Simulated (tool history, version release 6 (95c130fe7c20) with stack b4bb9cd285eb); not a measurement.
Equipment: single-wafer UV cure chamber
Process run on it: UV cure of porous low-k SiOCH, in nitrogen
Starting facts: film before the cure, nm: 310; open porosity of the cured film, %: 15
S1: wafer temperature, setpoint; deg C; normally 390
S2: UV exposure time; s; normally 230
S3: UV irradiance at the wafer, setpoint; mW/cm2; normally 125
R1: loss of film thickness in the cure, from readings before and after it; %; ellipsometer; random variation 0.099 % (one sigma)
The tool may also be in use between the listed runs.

Run 1, hour 0.0: usual settings but S2 260 s. Result: R1 12.931 %.
Run 2, hour 10.2: usual settings. Result: R1 12.134 %.
Run 3, hour 25.4: usual settings. Result: R1 12.403 %.
Run 4, hour 38.7: usual settings. Result: R1 12.396 %.
At hour 63.0: UV bulbs replaced.
Run 5, hour 63.5: usual settings. Result: R1 12.445 %.
Run 6, hour 63.9: usual settings but S2 160 s. Result: R1 10.713 %.
Run 7, hour 78.5: usual settings but S2 160 s. Result: R1 10.589 %.
Run 8, hour 86.1: usual settings. Result: R1 12.198 %.
Run 9, hour 97.5: usual settings. Result: R1 12.305 %.
Run 10, hour 104.7: usual settings but S1 396 deg C, S2 280 s. Result: R1 13.480 %.
At hour 113.6: quartz window cleaned.
Run 11, hour 115.1: usual settings but S3 159 mW/cm2. Result: R1 13.525 %.
Run 12, hour 126.8: usual settings but S2 355 s. Result: R1 14.394 %.
Run 13, hour 138.9: usual settings but S1 385 deg C, S2 105 s, S3 93 mW/cm2. Result: R1 7.537 %.
Run 14, hour 153.3: usual settings. Result: R1 12.489 %.
Run 15, hour 160.1: usual settings but S2 160 s. Result: R1 10.788 %.
Run 16, hour 169.7: usual settings but S2 310 s. Result: R1 13.756 %.

Forecast each of these 4 alternatives for the next run:
Run A, hour 170.2: usual settings but S2 130 s. Result: R1 ?.
Run B, hour 170.2: usual settings but S1 398 deg C, S2 165 s. Result: R1 ?.
Run C, hour 170.2: usual settings but S1 408 deg C. Result: R1 ?.
Run D, hour 170.2: usual settings but S2 295 s. Result: R1 ?.

run      R1
  A   9.700
  B  10.902
  C  12.622
  D  13.480
Take away the tool's hidden state, keep each run's random variation, and the runs would have read:
run      R1
  A   9.700
  B  10.902
  C  12.622
  D  13.480

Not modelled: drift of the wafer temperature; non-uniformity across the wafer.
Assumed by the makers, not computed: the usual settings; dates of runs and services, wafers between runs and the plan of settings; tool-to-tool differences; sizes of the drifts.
